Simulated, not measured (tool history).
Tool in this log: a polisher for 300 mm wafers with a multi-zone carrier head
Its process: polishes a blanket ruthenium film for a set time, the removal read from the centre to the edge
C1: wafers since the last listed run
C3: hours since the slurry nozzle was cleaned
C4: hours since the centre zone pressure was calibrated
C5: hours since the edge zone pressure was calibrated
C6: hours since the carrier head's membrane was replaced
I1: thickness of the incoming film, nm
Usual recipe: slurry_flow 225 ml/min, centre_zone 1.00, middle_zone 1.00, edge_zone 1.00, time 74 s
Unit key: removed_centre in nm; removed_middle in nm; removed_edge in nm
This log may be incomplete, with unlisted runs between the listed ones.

Run 1, hour 0.0: usual settings; C1 0; wafers polished on this pad 1448; C3 83.7; C4 209.1; C5 905.3; C6 634.9; I1 523.6. Result: removed_centre 114.5 nm, removed_middle 108.4 nm, removed_edge 110.8 nm.
At hour 25.7: worn pad replaced by a new one.
Run 2, hour 32.7: usual settings but edge_zone 0.96; C1 206; wafers polished on this pad 50; C3 116.4; C4 241.8; C5 938.0; C6 667.6; I1 520.5. Result: removed_centre 115.0 nm, removed_middle 109.5 nm, removed_edge 110.0 nm.
Run 3, hour 49.3: usual settings; C1 119; wafers polished on this pad 169; C3 133.0; C4 258.4; C5 954.6; C6 684.2; I1 528.4. Result: removed_centre 113.2 nm, removed_middle 107.8 nm, removed_edge 114.7 nm.
Run 4, hour 80.6: usual settings but slurry_flow 170 ml/min, middle_zone 0.92, edge_zone 0.96, time 51 s; C1 224; wafers polished on this pad 393; C3 164.3; C4 289.7; C5 985.9; C6 715.5; I1 532.7. Result: removed_centre 75.6 nm, removed_middle 66.5 nm, removed_edge 74.6 nm.
Run 5, hour 98.3: usual settings but slurry_flow 305 ml/min; C1 127; wafers polished on this pad 521; C3 182.0; C4 307.4; C5 1003.6; C6 733.2; I1 536.6. Result: removed_centre 120.7 nm, removed_middle 110.1 nm, removed_edge 115.3 nm.
Run 6, hour 115.4: usual settings but edge_zone 0.94; C1 122; wafers polished on this pad 643; C3 199.1; C4 324.5; C5 1020.7; C6 750.3; I1 538.7. Result: removed_centre 115.8 nm, removed_middle 106.8 nm, removed_edge 109.1 nm.
Run 7, hour 136.3: usual settings; C1 150; wafers polished on this pad 793; C3 220.0; C4 345.4; C5 1041.6; C6 771.2; I1 528.7. Result: removed_centre 113.1 nm, removed_middle 107.6 nm, removed_edge 111.3 nm.
Run 8, hour 154.1: usual settings but edge_zone 0.95; C1 127; wafers polished on this pad 921; C3 237.8; C4 363.2; C5 1059.4; C6 789.0; I1 519.8. Result: removed_centre 114.4 nm, removed_middle 106.2 nm, removed_edge 110.5 nm.
At hour 168.2: carrier head's membrane replaced by a new one.
Run 9, hour 168.6: usual settings; C1 68; wafers polished on this pad 989; C3 252.3; C4 377.7; C5 1073.9; C6 0.4; I1 537.8. Result: removed_centre 114.2 nm, removed_middle 106.3 nm, removed_edge 113.2 nm.
At hour 187.5: edge zone pressure recalibrated.
Run 10, hour 188.0: usual settings but slurry_flow 255 ml/min, centre_zone 0.93, middle_zone 1.08; C1 124; wafers polished on this pad 1114; C3 271.7; C4 397.1; C5 0.5; C6 19.8; I1 538.8. Result: removed_centre 103.9 nm, removed_middle 115.6 nm, removed_edge 112.5 nm.
Run 11, hour 198.8: usual settings but middle_zone 0.95; C1 77; wafers polished on this pad 1192; C3 282.5; C4 407.9; C5 11.3; C6 30.6; I1 533.7. Result: removed_centre 113.0 nm, removed_middle 101.3 nm, removed_edge 111.7 nm.
At hour 224.8: worn pad replaced by a new one.
Run 12, hour 225.3: usual settings; C1 161; wafers polished on this pad 3; C3 309.0; C4 434.4; C5 37.8; C6 57.1; I1 526.7. Result: removed_centre 114.6 nm, removed_middle 105.6 nm, removed_edge 110.5 nm.
Run 13, hour 239.2: usual settings but centre_zone 1.08, middle_zone 0.95, edge_zone 1.06; C1 99; wafers polished on this pad 103; C3 322.9; C4 448.3; C5 51.7; C6 71.0; I1 530.9. Result: removed_centre 120.2 nm, removed_middle 101.5 nm, removed_edge 114.9 nm.
Run 14, hour 268.4: usual settings but slurry_flow 250 ml/min, centre_zone 1.12; C1 209; wafers polished on this pad 313; C3 352.1; C4 477.5; C5 80.9; C6 100.2; I1 524.0. Result: removed_centre 130.0 nm, removed_middle 108.5 nm, removed_edge 112.3 nm.
Run 15, hour 287.0: usual settings; C1 133; wafers polished on this pad 446; C3 370.7; C4 496.1; C5 99.5; C6 118.8; I1 530.2. Result: removed_centre 110.8 nm, removed_middle 107.1 nm, removed_edge 113.1 nm.
Run 16, hour 315.6: usual settings but edge_zone 1.06; C1 205; wafers polished on this pad 651; C3 399.3; C4 524.7; C5 128.1; C6 147.4; I1 526.8. Result: removed_centre 112.7 nm, removed_middle 107.7 nm, removed_edge 112.5 nm.
Run 17, hour 344.4: usual settings; C1 206; wafers polished on this pad 858; C3 428.1; C4 553.5; C5 156.9; C6 176.2; I1 524.5. Result: removed_centre 109.8 nm, removed_middle 107.4 nm, removed_edge 110.7 nm.
Run 18, hour 366.4: usual settings but centre_zone 1.10; C1 157; wafers polished on this pad 1016; C3 450.1; C4 575.5; C5 178.9; C6 198.2; I1 534.5. Result: removed_centre 122.4 nm, removed_middle 104.9 nm, removed_edge 114.3 nm.
Run 19, hour 385.9: usual settings but slurry_flow 160 ml/min, centre_zone 0.88, middle_zone 0.93; C1 139; wafers polished on this pad 1156; C3 469.6; C4 595.0; C5 198.4; C6 217.7; I1 522.2. Result: removed_centre 94.3 nm, removed_middle 100.0 nm, removed_edge 107.9 nm.
Run 20, hour 402.0: usual settings but edge_zone 1.08; C1 115; wafers polished on this pad 1272; C3 485.7; C4 611.1; C5 214.5; C6 233.8; I1 526.3. Result: removed_centre 112.7 nm, removed_middle 109.7 nm, removed_edge 113.9 nm.
Run 21, hour 437.2: usual settings; C1 252; wafers polished on this pad 1524; C3 520.9; C4 646.3; C5 249.7; C6 269.0; I1 529.5. Result: removed_centre 109.4 nm, removed_middle 109.8 nm, removed_edge 114.1 nm.
Run 22, hour 459.8: usual settings but slurry_flow 270 ml/min; C1 162; wafers polished on this pad 1687; C3 543.5; C4 668.9; C5 272.3; C6 291.6; I1 536.5. Result: removed_centre 112.3 nm, removed_middle 109.4 nm, removed_edge 111.4 nm.
At hour 467.9: slurry nozzle cleaned.
At hour 478.5: worn pad replaced by a new one.
Run 23, hour 479.0: usual settings but edge_zone 0.89, time 84 s; C1 101; wafers polished on this pad 3; C3 11.1; C4 688.1; C5 291.5; C6 310.8; I1 530.4. Result: removed_centre 124.2 nm, removed_middle 123.2 nm, removed_edge 121.9 nm.

Below are 3 alternative next runs, each starting from the tool's condition after run 23. Predict each:
Run A, hour 479.5: usual settings but middle_zone 0.88; C1 3; wafers polished on this pad 7; C3 11.6; C4 688.6; C5 292.0; C6 311.3; I1 525.7. Result: removed_centre ?, removed_middle ?, removed_edge ?.
Run B, hour 479.5: usual settings but slurry_flow 155 ml/min, middle_zone 1.05, edge_zone 1.05, time 53 s; C1 3; wafers polished on this pad 7; C3 11.6; C4 688.6; C5 292.0; C6 311.3; I1 525.7. Result: removed_centre ?, removed_middle ?, removed_edge ?.
Run C, hour 479.5: usual settings but edge_zone 0.94, time 48 s; C1 3; wafers polished on this pad 7; C3 11.6; C4 688.6; C5 292.0; C6 311.3; I1 525.7. Result: removed_centre ?, removed_middle ?, removed_edge ?.

run  removed_centre  removed_middle  removed_edge
  A           108.3            98.0         112.0
  B            74.6            78.6          79.2
  C            70.3            70.7          71.1
With the hidden condition removed and each run's random variation left untouched, the same runs would have given:
run  removed_centre  removed_middle  removed_edge
  A           112.2            98.0         112.0
  B            77.4            78.5          79.2
  C            72.8            70.7          71.1
